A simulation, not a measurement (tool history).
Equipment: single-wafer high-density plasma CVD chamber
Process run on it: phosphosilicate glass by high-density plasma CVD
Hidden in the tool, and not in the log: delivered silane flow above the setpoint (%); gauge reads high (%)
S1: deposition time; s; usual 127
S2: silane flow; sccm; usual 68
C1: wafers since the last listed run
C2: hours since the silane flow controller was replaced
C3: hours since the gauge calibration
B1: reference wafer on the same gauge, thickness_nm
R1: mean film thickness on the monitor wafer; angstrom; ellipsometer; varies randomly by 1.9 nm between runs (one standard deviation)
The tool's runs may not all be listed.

run,hour,S1,S2,C1,C2,C3,B1,R1
1,0,127,68,0,4429.6,297.9,768.862,8465.91
2,74.8,127,68,636,4504.4,372.7,769.412,8472.34
3,117.1,127,68,359,4546.7,415,769.649,8488.74
4,194.4,127,68,657,4624,492.3,768.804,8482.68
5,280,133,68,727,4709.6,577.9,768.712,8918.85
6,320.3,133,68,342,4749.9,618.2,768.612,8868.8
# hour 373.9: gauge calibrated
7,423.3,127,68,875,4852.9,49.4,768.872,8494.01
8,590.7,127,72,1423,5020.3,216.8,769.226,8927.06
# hour 606.2: silane flow controller replaced
9,672.6,127,74,628,66.4,298.7,768.715,8833.41
10,722.5,117,65,424,116.3,348.6,769.049,7257.11
11,762.4,113,62,339,156.2,388.5,769.383,6788.7
12,836.9,105,61,633,230.7,463,768.77,6203.83
13,923.8,150,59,738,317.6,549.9,768.68,8651.77
# hour 958.5: gauge calibrated
14,1008.6,109,78,721,402.4,50.1,769.339,7962.49
15,1104.8,127,68,818,498.6,146.3,768.709,8291.97

Below are 5 alternative next runs, each starting from the tool's condition after run 15. Predict each:
A,1105.2,127,56,3,499,146.7,?,?
B,1105.2,136,58,3,499,146.7,?,?
C,1105.2,142,78,3,499,146.7,?,?
D,1105.2,112,68,3,499,146.7,?,?
E,1105.2,127,61,3,499,146.7,?,?

run,B1,R1
A,768.858,7043.38
B,768.858,7763.97
C,768.858,10418.64
D,768.858,7305.69
E,768.858,7560.36
Had the tool no hidden state, the same runs would have come out as:
run,R1
A,6939.55
B,7649.51
C,10265.05
D,7197.99
E,7448.9
